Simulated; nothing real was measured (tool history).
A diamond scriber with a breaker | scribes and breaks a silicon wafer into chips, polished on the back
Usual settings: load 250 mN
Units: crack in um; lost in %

run	hour	load	wafers since the last listed run	hours since the diamond tip was replaced	hours since the load on the tip was calibrated	incoming depth of the damage left on the back of the incoming wafer, um	crack	lost
1	0	250	0	176.3	1009.1	0.05	8.56	2.02
2	54.5	250	160	230.8	1063.6	0.04	8.59	1.99
3	104.9	250	148	281.2	1114	0.03	9.1	2.12
4	252.9	209	435	429.2	1262	0.02	7.88	1.63
5	278.9	250	76	455.2	1288	0.04	8.64	2.24
6	307.5	250	84	483.8	1316.6	0.03	8.83	2.14
7	362.6	250	162	538.9	1371.7	0.03	8.68	2.15
8	395.3	250	96	571.6	1404.4	0.05	8.69	2.42
9	457.6	250	183	633.9	1466.7	0.02	8.79	2.31
10	502.7	288	132	679	1511.8	0.01	9.44	5.82
11	559.3	288	166	735.6	1568.4	0.04	9.86	5.84
12	585.4	288	76	761.7	1594.5	0.03	9.62	5.88
# hour 630.9: diamond tip replaced by a new one
13	648	309	178	17.1	1657.1	0.04	10.04	8.25
14	717	309	203	86.1	1726.1	0.03	10.3	8.85
15	767	309	147	136.1	1776.1	0.03	10.32	8.65
# hour 818.6: load on the tip recalibrated
16	821	250	153	190.1	2.4	0.03	8.12	1.35
17	853	250	94	222.1	34.4	0.05	8.07	1.38
18	908.1	250	162	277.2	89.5	0.05	8.45	1.36
19	937.7	250	87	306.8	119.1	0.04	8.54	1.45
20	985.8	202	141	354.9	167.2	0.03	7.12	3.12
21	1020.5	311	102	389.6	201.9	0.03	10.14	6.74
22	1090.3	188	205	459.4	271.7	0.03	6.94	4.31
23	1117.5	205	80	486.6	298.9	0.04	7.21	2.31
24	1146	184	83	515.1	327.4	0.04	6.74	5.1
25	1207.9	320	182	577	389.3	0.02	10.26	9.24
26	1246.1	322	112	615.2	427.5	0.02	10.37	9.09
27	1293.5	183	139	662.6	474.9	0.02	6.81	4.23
28	1322	288	83	691.1	503.4	0.02	9.45	5.19
# hour 1374: diamond tip replaced by a new one
29	1378.4	219	160	4.4	559.8	0.04	7.53	1.41
30	1574.4	250	577	200.4	755.8	0.02	8.68	2.41
31	1642.8	205	201	268.8	824.2	0.01	7.4	1.66
32	1669.5	199	78	295.5	850.9	0.02	7.48	2.01
33	1732.9	269	186	358.9	914.3	0.04	9.35	4.17
34	1760.6	250	81	386.6	942	0.03	9.07	2.66
35	1817.4	250	167	443.4	998.8	0.04	8.93	2.62
36	1851.7	206	100	477.7	1033.1	0.04	7.7	1.61
37	1881.7	226	88	507.7	1063.1	0.01	8.18	1.5

What the log doesn't show, run by run:
share of the diamond tip's cutting effectiveness lost through wear, %: 0 in every run
H1: deviation of the load on the tip from its setpoint, %
run	H1
1	11.3
2	11.6
3	11.8
4	12.2
5	12.3
6	12.4
7	12.5
8	12.6
9	12.7
10	12.8
11	12.9
12	12.9
13	13
14	13.1
15	13.2
16	1.85
17	2.76
18	4.21
19	4.93
20	6.01
21	6.74
22	8.06
23	8.53
24	9
25	9.94
26	10.5
27	11.1
28	11.4
29	12
30	13.7
31	14.2
32	14.3
33	14.7
34	14.8
35	15.1
36	15.3
37	15.4
